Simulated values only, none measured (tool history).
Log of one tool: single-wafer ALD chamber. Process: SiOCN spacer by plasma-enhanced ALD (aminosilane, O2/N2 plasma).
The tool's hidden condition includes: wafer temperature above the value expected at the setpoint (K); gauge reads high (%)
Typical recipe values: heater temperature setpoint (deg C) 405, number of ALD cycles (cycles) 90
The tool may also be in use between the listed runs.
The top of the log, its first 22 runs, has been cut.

run     day  heater temperature setpoint (deg C)  number of ALD cycles (cycles)  wafers since the last listed run  hours since the last thermocouple change  hours since the gauge calibration  read-back reference wafer on the same gauge, thickness_nm  mean film thickness on the monitor wafer (nm)
 23  26.883                                  418                             96                                72                                      2087                              623.8                                                      5.343                                          5.649
     27.425  -- thermocouple changed; heater temperature recalibrated
     27.525  -- gauge calibrated
 24  28.317                                  392                            101                                57                                      21.4                                 19                                                      5.351                                          6.331
 25    29.5                                  405                             90                                62                                      49.8                               47.4                                                      5.354                                          5.599
 26  30.575                                  413                            105                                56                                      75.6                               73.2                                                      5.342                                          6.229
 27  31.504                                  417                             90                                48                                      97.9                               95.5                                                      5.353                                           5.34
 28  32.446                                  418                             74                                49                                     120.5                              118.1                                                      5.346                                           4.32
 29  33.812                                  405                             90                                71                                     153.3                              150.9                                                      5.357                                          5.587
 30  35.088                                  394                             90                                67                                     183.9                              181.5                                                      5.352                                          5.664
 31  35.917                                  405                             90                                43                                     203.8                              201.4                                                      5.343                                          5.526
 32  37.379                                  414                             90                                76                                     238.9                              236.5                                                      5.347                                           5.38
 33  38.458                                  400                             90                                56                                     264.8                              262.4                                                      5.352                                          5.617
 34  39.833                                  405                             90                                72                                     297.8                              295.4                                                       5.35                                          5.505
 35  41.108                                  409                            106                                67                                     328.4                                326                                                      5.346                                          6.428
 36  41.838                                  405                            101                                38                                     345.9                              343.5                                                      5.349                                          6.249
 37  42.971                                  409                            106                                59                                     373.1                              370.7                                                      5.349                                          6.459
 38  45.504                                  392                             90                               133                                     433.9                              431.5                                                       5.35                                          5.596
 39  46.508                                  405                             81                                52                                       458                              455.6                                                      5.354                                          4.996
 40  47.271                                  405                             96                                40                                     476.3                              473.9                                                      5.349                                          5.932
 41  48.308                                  410                            103                                54                                     501.2                              498.8                                                      5.346                                          6.269
 42  49.521                                  397                            106                                63                                     530.3                              527.9                                                      5.352                                          6.615
 43  50.625                                  405                             90                                58                                     556.8                              554.4                                                      5.351                                          5.498
 44  52.017                                  414                            103                                73                                     590.2                              587.8                                                      5.348                                          6.149
 45  53.238                                  409                             78                                64                                     619.5                              617.1                                                      5.351                                          4.724

Alternative continuations, all from the tool just after run 45; predict every row:
  A  53.262                                  405                             90                                 1                                     620.1                              617.7                                                          ?                                              ?
  B  53.262                                  399                             82                                 1                                     620.1                              617.7                                                          ?                                              ?
  C  53.262                                  392                            106                                 1                                     620.1                              617.7                                                          ?                                              ?

run  read-back reference wafer on the same gauge, thickness_nm  mean film thickness on the monitor wafer (nm)
  A                                                      5.348                                           5.53
  B                                                      5.348                                          5.115
  C                                                      5.348                                          6.612
Take away the tool's hidden state, keep each run's random variation, and the runs would have read:
run  mean film thickness on the monitor wafer (nm)
  A                                           5.53
  B                                          5.115
  C                                          6.612
